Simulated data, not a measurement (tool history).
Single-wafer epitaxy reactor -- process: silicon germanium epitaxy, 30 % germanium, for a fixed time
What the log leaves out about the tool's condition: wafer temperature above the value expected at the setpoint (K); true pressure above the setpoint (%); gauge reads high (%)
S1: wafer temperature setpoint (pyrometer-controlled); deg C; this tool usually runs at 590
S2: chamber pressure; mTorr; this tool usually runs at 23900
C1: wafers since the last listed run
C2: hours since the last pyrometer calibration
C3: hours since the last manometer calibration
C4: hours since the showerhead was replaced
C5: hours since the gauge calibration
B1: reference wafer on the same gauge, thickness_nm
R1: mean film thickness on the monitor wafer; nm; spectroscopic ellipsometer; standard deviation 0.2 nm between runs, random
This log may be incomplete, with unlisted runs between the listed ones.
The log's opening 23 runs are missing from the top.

run 24 day=26.758 | S1=579 S2=29500 | C1=663 C2=366.8 C3=1975.1 C4=3511.2 C5=1316.0 | B1=49.437 | R1=40.941
-- day=27.675 gauge calibrated
-- day=27.688 showerhead replaced
run 25 day=27.950 | S1=590 S2=23900 | C1=390 C2=395.4 C3=2003.7 C4=6.3 C5=6.6 | B1=49.402 | R1=48.302
-- day=28.846 capacitance manometer re-zeroed and calibrated
run 26 day=29.117 | S1=582 S2=18600 | C1=379 C2=423.4 C3=6.5 C4=34.3 C5=34.6 | B1=49.397 | R1=37.775
run 27 day=30.138 | S1=590 S2=23900 | C1=464 C2=447.9 C3=31.0 C4=58.8 C5=59.1 | B1=49.459 | R1=48.675
run 28 day=30.929 | S1=590 S2=23900 | C1=360 C2=466.9 C3=50.0 C4=77.8 C5=78.1 | B1=49.380 | R1=48.533
run 29 day=31.771 | S1=590 S2=23900 | C1=383 C2=487.1 C3=70.2 C4=98.0 C5=98.3 | B1=49.405 | R1=48.755
run 30 day=32.538 | S1=578 S2=26500 | C1=349 C2=505.5 C3=88.6 C4=116.4 C5=116.7 | B1=49.405 | R1=38.584
run 31 day=33.646 | S1=601 S2=18300 | C1=504 C2=532.1 C3=115.2 C4=143.0 C5=143.3 | B1=49.457 | R1=56.389
run 32 day=35.046 | S1=590 S2=23900 | C1=637 C2=565.7 C3=148.8 C4=176.6 C5=176.9 | B1=49.347 | R1=48.416
run 33 day=38.229 | S1=590 S2=23900 | C1=1449 C2=642.1 C3=225.2 C4=253.0 C5=253.3 | B1=49.438 | R1=48.550
run 34 day=39.062 | S1=579 S2=18400 | C1=379 C2=662.1 C3=245.2 C4=273.0 C5=273.3 | B1=49.414 | R1=35.231
run 35 day=39.588 | S1=590 S2=26300 | C1=239 C2=674.7 C3=257.8 C4=285.6 C5=285.9 | B1=49.350 | R1=49.549

Alternative continuations, all from the tool just after run 35; predict every row:
run A day=39.604 | S1=590 S2=23900 | C1=7 C2=675.1 C3=258.2 C4=286.0 C5=286.3 | B1=? | R1=?
run B day=39.604 | S1=597 S2=21000 | C1=7 C2=675.1 C3=258.2 C4=286.0 C5=286.3 | B1=? | R1=?
run C day=39.604 | S1=597 S2=26600 | C1=7 C2=675.1 C3=258.2 C4=286.0 C5=286.3 | B1=? | R1=?
run D day=39.604 | S1=590 S2=19700 | C1=7 C2=675.1 C3=258.2 C4=286.0 C5=286.3 | B1=? | R1=?

run=A B1=49.373 R1=48.271
run=B B1=49.373 R1=53.831
run=C B1=49.373 R1=57.872
run=D B1=49.373 R1=45.552
Stripped of hidden state, with their random variation kept, the same runs would have yielded:
run=A R1=49.151
run=B R1=54.794
run=C R1=58.907
run=D R1=46.383
